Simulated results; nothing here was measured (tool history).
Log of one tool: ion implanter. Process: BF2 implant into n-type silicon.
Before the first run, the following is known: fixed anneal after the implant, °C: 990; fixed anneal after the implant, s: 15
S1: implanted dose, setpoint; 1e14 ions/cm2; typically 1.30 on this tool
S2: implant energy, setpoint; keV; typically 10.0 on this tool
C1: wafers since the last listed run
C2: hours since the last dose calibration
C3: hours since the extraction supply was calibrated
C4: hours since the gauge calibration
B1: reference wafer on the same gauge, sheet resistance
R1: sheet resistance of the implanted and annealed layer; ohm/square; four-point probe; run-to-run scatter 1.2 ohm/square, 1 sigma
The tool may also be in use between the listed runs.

{"run": 1, "hour": 0.0, "S1": 1.52, "S2": 10.0, "C1": 0, "C2": 1350.7, "C3": 2102.1, "C4": 127.2, "B1": 804.98, "R1": 711.77}
{"run": 2, "hour": 27.8, "S1": 1.3, "S2": 10.0, "C1": 577, "C2": 1378.5, "C3": 2129.9, "C4": 155.0, "B1": 804.8, "R1": 807.3}
{"run": 3, "hour": 48.0, "S1": 1.53, "S2": 12.5, "C1": 419, "C2": 1398.7, "C3": 2150.1, "C4": 175.2, "B1": 804.97, "R1": 684.52}
{"run": 4, "hour": 74.7, "S1": 1.53, "S2": 12.5, "C1": 554, "C2": 1425.4, "C3": 2176.8, "C4": 201.9, "B1": 804.86, "R1": 681.79}
{"run": 5, "hour": 181.1, "S1": 1.3, "S2": 10.0, "C1": 2208, "C2": 1531.8, "C3": 2283.2, "C4": 308.3, "B1": 805.16, "R1": 806.4}
{"run": 6, "hour": 200.6, "S1": 1.3, "S2": 11.5, "C1": 404, "C2": 1551.3, "C3": 2302.7, "C4": 327.8, "B1": 804.97, "R1": 794.94}
{"run": 7, "hour": 225.0, "S1": 1.3, "S2": 11.5, "C1": 506, "C2": 1575.7, "C3": 2327.1, "C4": 352.2, "B1": 805.21, "R1": 792.75}
{"run": 8, "hour": 246.3, "S1": 1.3, "S2": 13.0, "C1": 442, "C2": 1597.0, "C3": 2348.4, "C4": 373.5, "B1": 804.74, "R1": 784.4}
{"run": 9, "hour": 259.6, "S1": 1.3, "S2": 10.0, "C1": 276, "C2": 1610.3, "C3": 2361.7, "C4": 386.8, "B1": 804.95, "R1": 805.46}
{"run": 10, "hour": 290.5, "S1": 1.3, "S2": 10.0, "C1": 641, "C2": 1641.2, "C3": 2392.6, "C4": 417.7, "B1": 805.23, "R1": 804.24}
{"run": 11, "hour": 309.0, "S1": 1.3, "S2": 10.0, "C1": 384, "C2": 1659.7, "C3": 2411.1, "C4": 436.2, "B1": 805.3, "R1": 805.51}
{"run": 12, "hour": 325.3, "S1": 1.3, "S2": 10.0, "C1": 338, "C2": 1676.0, "C3": 2427.4, "C4": 452.5, "B1": 804.81, "R1": 802.31}
{"hour": 342.3, "done": "Faraday cup replaced and dose calibrated"}
{"run": 13, "hour": 343.6, "S1": 1.3, "S2": 10.0, "C1": 213, "C2": 1.3, "C3": 2445.7, "C4": 470.8, "B1": 805.08, "R1": 826.43}
{"hour": 355.0, "done": "extraction supply calibrated"}
{"run": 14, "hour": 420.3, "S1": 0.93, "S2": 8.5, "C1": 1426, "C2": 78.0, "C3": 65.3, "C4": 547.5, "B1": 804.88, "R1": 1112.26}
{"run": 15, "hour": 440.0, "S1": 1.43, "S2": 10.0, "C1": 408, "C2": 97.7, "C3": 85.0, "C4": 567.2, "B1": 805.29, "R1": 761.35}
{"run": 16, "hour": 456.3, "S1": 1.08, "S2": 11.0, "C1": 338, "C2": 114.0, "C3": 101.3, "C4": 583.5, "B1": 805.11, "R1": 955.78}
{"run": 17, "hour": 468.7, "S1": 1.3, "S2": 10.0, "C1": 257, "C2": 126.4, "C3": 113.7, "C4": 595.9, "B1": 805.02, "R1": 824.71}
{"hour": 480.1, "done": "gauge calibrated"}
{"run": 18, "hour": 491.7, "S1": 1.55, "S2": 9.0, "C1": 477, "C2": 149.4, "C3": 136.7, "C4": 11.6, "B1": 804.92, "R1": 722.9}
{"run": 19, "hour": 524.3, "S1": 1.2, "S2": 10.0, "C1": 676, "C2": 182.0, "C3": 169.3, "C4": 44.2, "B1": 805.26, "R1": 882.05}
{"run": 20, "hour": 548.7, "S1": 1.3, "S2": 11.0, "C1": 506, "C2": 206.4, "C3": 193.7, "C4": 68.6, "B1": 805.49, "R1": 816.78}
{"run": 21, "hour": 584.4, "S1": 1.08, "S2": 11.0, "C1": 741, "C2": 242.1, "C3": 229.4, "C4": 104.3, "B1": 804.78, "R1": 952.54}
{"run": 22, "hour": 603.5, "S1": 1.08, "S2": 10.0, "C1": 396, "C2": 261.2, "C3": 248.5, "C4": 123.4, "B1": 804.82, "R1": 962.56}
{"run": 23, "hour": 622.1, "S1": 0.92, "S2": 7.0, "C1": 386, "C2": 279.8, "C3": 267.1, "C4": 142.0, "B1": 804.74, "R1": 1143.62}
{"run": 24, "hour": 647.4, "S1": 1.3, "S2": 7.0, "C1": 525, "C2": 305.1, "C3": 292.4, "C4": 167.3, "B1": 804.83, "R1": 860.92}
{"run": 25, "hour": 663.9, "S1": 1.08, "S2": 7.0, "C1": 342, "C2": 321.6, "C3": 308.9, "C4": 183.8, "B1": 804.79, "R1": 998.01}

Below, some changes in R1 between adjacent runs. For each, the amount present without the hidden state too (settings, incoming material, random variation) and the amount remaining for the hidden state with gauge scatter not shared by both compared results:
What the log doesn't record here: deviation of the true dose from the Faraday cup's reading, %; deviation of the true energy from its setpoint, %; gauge reads high (%).
Run 4 -> 5: S1 1.53 -> 1.30, S2 12.5 -> 10.0. R1 +124.61 ohm/square: hidden state -4.30, all else +128.91.
Run 12 -> 13: Faraday cup replaced and dose calibrated. R1 +24.12 ohm/square: hidden state +21.82, all else +2.30.
Run 13 -> 14: S1 1.30 -> 0.93, S2 10.0 -> 8.5, extraction supply calibrated. R1 +285.83 ohm/square: hidden state -3.02, all else +288.85.
Run 14 -> 15: S1 0.93 -> 1.43, S2 8.5 -> 10.0. R1 -350.91 ohm/square: hidden state +1.97, all else -352.88.
